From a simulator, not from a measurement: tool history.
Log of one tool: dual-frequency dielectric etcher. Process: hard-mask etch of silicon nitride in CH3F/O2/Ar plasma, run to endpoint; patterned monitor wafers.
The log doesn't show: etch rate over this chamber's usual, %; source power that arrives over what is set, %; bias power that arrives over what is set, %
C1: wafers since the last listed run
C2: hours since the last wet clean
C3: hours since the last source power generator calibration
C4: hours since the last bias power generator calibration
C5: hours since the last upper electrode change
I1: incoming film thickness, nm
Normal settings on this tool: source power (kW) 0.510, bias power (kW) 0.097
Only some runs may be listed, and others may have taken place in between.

Run 1, hour 0.0: usual settings; C1 0; C2 410.5; C3 3813.4; C4 1946.0; C5 4439.7; I1 35.78. Result: endpoint time (s) 46.0.
Run 2, hour 48.9: usual settings; C1 856; C2 459.4; C3 3862.3; C4 1994.9; C5 4488.6; I1 35.96. Result: endpoint time (s) 46.5.
At hour 90.8: wet clean of the chamber.
Run 3, hour 115.3: usual settings; C1 742; C2 24.5; C3 3928.7; C4 2061.3; C5 4555.0; I1 35.75. Result: endpoint time (s) 45.4.
Run 4, hour 214.0: usual settings; C1 1729; C2 123.2; C3 4027.4; C4 2160.0; C5 4653.7; I1 35.89. Result: endpoint time (s) 45.2.
Run 5, hour 267.6: usual settings; C1 939; C2 176.8; C3 4081.0; C4 2213.6; C5 4707.3; I1 35.87. Result: endpoint time (s) 45.6.
Run 6, hour 363.8: usual settings but source power (kW) 0.610; C1 1685; C2 273.0; C3 4177.2; C4 2309.8; C5 4803.5; I1 35.95. Result: endpoint time (s) 43.5.
Run 7, hour 467.1: usual settings but source power (kW) 0.610; C1 1809; C2 376.3; C3 4280.5; C4 2413.1; C5 4906.8; I1 35.81. Result: endpoint time (s) 42.9.
Run 8, hour 548.0: usual settings but source power (kW) 0.570; C1 1417; C2 457.2; C3 4361.4; C4 2494.0; C5 4987.7; I1 35.65. Result: endpoint time (s) 44.6.
At hour 605.5: wet clean of the chamber.
Run 9, hour 606.0: usual settings but source power (kW) 0.570; C1 595; C2 0.5; C3 4419.4; C4 2552.0; C5 5045.7; I1 35.82. Result: endpoint time (s) 40.7.
At hour 641.1: source power generator calibrated.
At hour 656.6: upper electrode replaced.
At hour 665.4: bias power generator calibrated.
Run 10, hour 685.7: usual settings but source power (kW) 0.570; C1 984; C2 80.2; C3 44.6; C4 20.3; C5 29.1; I1 35.72. Result: endpoint time (s) 40.9.
Run 11, hour 782.5: usual settings but bias power (kW) 0.107; C1 1696; C2 177.0; C3 141.4; C4 117.1; C5 125.9; I1 35.93. Result: endpoint time (s) 41.3.
At hour 845.2: wet clean of the chamber, repeated, since the last time left the tool worse.
Run 12, hour 845.7: usual settings but bias power (kW) 0.107; C1 686; C2 0.5; C3 204.6; C4 180.3; C5 189.1; I1 35.81. Result: endpoint time (s) 43.3.
Run 13, hour 872.3: usual settings but source power (kW) 0.400; C1 466; C2 27.1; C3 231.2; C4 206.9; C5 215.7; I1 35.85. Result: endpoint time (s) 49.0.
Run 14, hour 947.2: usual settings but source power (kW) 0.450; C1 1312; C2 102.0; C3 306.1; C4 281.8; C5 290.6; I1 35.85. Result: endpoint time (s) 46.9.
Run 15, hour 1007.3: usual settings but bias power (kW) 0.089; C1 1053; C2 162.1; C3 366.2; C4 341.9; C5 350.7; I1 35.68. Result: endpoint time (s) 46.9.
Run 16, hour 1092.6: usual settings but source power (kW) 0.460, bias power (kW) 0.079; C1 1494; C2 247.4; C3 451.5; C4 427.2; C5 436.0; I1 35.87. Result: endpoint time (s) 50.9.

Predict the results of run 17:
Run 17, hour 1134.8: usual settings but bias power (kW) 0.088; C1 739; C2 289.6; C3 493.7; C4 469.4; C5 478.2; I1 35.49. Result: endpoint time (s) ?.

Logged for run 17: endpoint time (s) 47.0.
Had the tool carried no hidden state, the very same run would have given endpoint time (s) 46.0.

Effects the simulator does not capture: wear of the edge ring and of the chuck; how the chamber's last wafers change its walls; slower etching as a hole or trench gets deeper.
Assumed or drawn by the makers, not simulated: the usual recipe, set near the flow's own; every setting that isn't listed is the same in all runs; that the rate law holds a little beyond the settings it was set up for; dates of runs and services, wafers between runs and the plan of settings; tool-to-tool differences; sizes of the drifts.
